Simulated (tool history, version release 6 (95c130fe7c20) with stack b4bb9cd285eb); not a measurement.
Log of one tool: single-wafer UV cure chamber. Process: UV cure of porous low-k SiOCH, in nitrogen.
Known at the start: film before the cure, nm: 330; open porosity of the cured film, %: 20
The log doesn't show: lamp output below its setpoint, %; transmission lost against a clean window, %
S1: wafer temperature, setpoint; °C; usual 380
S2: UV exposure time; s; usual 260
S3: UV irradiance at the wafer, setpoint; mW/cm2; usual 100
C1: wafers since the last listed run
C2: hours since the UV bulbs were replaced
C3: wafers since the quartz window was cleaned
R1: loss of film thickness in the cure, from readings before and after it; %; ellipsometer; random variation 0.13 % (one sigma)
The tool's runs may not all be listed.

| run | hour | S1 | S2 | S3 | C1 | C2 | C3 | R1 |
|---|---|---|---|---|---|---|---|---|
| 1 | 0 | 380 | 155 | 100 | 0 | 53.2 | 2589 | 9.116 |
| 2 | 73.4 | 380 | 260 | 100 | 600 | 126.6 | 3190 | 11.4 |
| 3 | 140.8 | 380 | 260 | 100 | 551 | 194 | 3742 | 11.268 |
|  | 340.5 | quartz window cleaned |
| 4 | 447.8 | 380 | 260 | 100 | 2447 | 501 | 878 | 12.161 |
| 5 | 522.7 | 380 | 260 | 100 | 613 | 575.9 | 1491 | 11.815 |
| 6 | 594.2 | 380 | 260 | 100 | 585 | 647.4 | 2077 | 11.814 |
| 7 | 857.6 | 380 | 260 | 100 | 2156 | 910.8 | 4233 | 11.535 |
|  | 886.4 | quartz window cleaned |
| 8 | 1159.5 | 380 | 260 | 100 | 2406 | 1212.7 | 2235 | 11.58 |
| 9 | 1260.7 | 369 | 260 | 75 | 828 | 1313.9 | 3064 | 9.624 |
|  | 1296 | UV bulbs replaced |
| 10 | 1309.6 | 380 | 260 | 100 | 334 | 13.6 | 3399 | 11.167 |
| 11 | 1416.8 | 380 | 260 | 100 | 877 | 120.8 | 4276 | 11.214 |
|  | 1508.1 | quartz window cleaned |
| 12 | 1512.4 | 380 | 260 | 100 | 717 | 216.4 | 35 | 12.392 |
| 13 | 1558.1 | 380 | 260 | 87 | 374 | 262.1 | 409 | 11.477 |
| 14 | 1604.8 | 380 | 260 | 100 | 382 | 308.8 | 791 | 11.952 |
| 15 | 1664.7 | 380 | 260 | 131 | 490 | 368.7 | 1282 | 12.923 |
| 16 | 1722.5 | 380 | 310 | 100 | 473 | 426.5 | 1755 | 12.317 |
| 17 | 1784.9 | 360 | 190 | 100 | 510 | 488.9 | 2266 | 9.757 |
| 18 | 1846.8 | 380 | 260 | 89 | 506 | 550.8 | 2773 | 10.906 |
| 19 | 1894 | 380 | 260 | 100 | 386 | 598 | 3159 | 11.222 |
| 20 | 1942.6 | 398 | 180 | 80 | 397 | 646.6 | 3557 | 8.876 |
| 21 | 2039.3 | 396 | 305 | 129 | 791 | 743.3 | 4348 | 13.418 |
|  | 2089.1 | quartz window cleaned |
| 22 | 2361.2 | 380 | 320 | 125 | 2569 | 1065.2 | 2227 | 13.709 |
| 23 | 2467.8 | 380 | 260 | 100 | 872 | 1171.8 | 3100 | 11.403 |
| 24 | 2546.5 | 380 | 340 | 100 | 644 | 1250.5 | 3744 | 12.754 |
|  | 2639.8 | quartz window cleaned |
| 25 | 2640.5 | 380 | 380 | 137 | 704 | 1344.5 | 5 | 15.413 |
|  | 2715.7 | UV bulbs replaced |
| 26 | 2742.5 | 380 | 260 | 100 | 769 | 26.8 | 774 | 11.756 |
| 27 | 2825.4 | 370 | 260 | 100 | 678 | 109.7 | 1453 | 11.53 |
| 28 | 2892.8 | 374 | 260 | 138 | 551 | 177.1 | 2005 | 13.049 |

Hidden state or all else? Some run-to-run changes of R1, split into what the settings, what came in and random variation would give without the hidden state, and what is left for the hidden state (with any gauge scatter that isn't in both results):
Run 11 -> 12: quartz window cleaned. R1 +1.178 %: hidden state +1.084, all else +0.094.
Run 20 -> 21: S1 398 -> 396, S2 180 -> 305, S3 80 -> 129. R1 +4.542 %: hidden state -0.173, all else +4.715.
Run 24 -> 25: S2 340 -> 380, S3 100 -> 137, quartz window cleaned. R1 +2.659 %: hidden state +0.943, all else +1.716.
Run 25 -> 26: S2 380 -> 260, S3 137 -> 100, UV bulbs replaced. R1 -3.657 %: hidden state -0.427, all else -3.23.
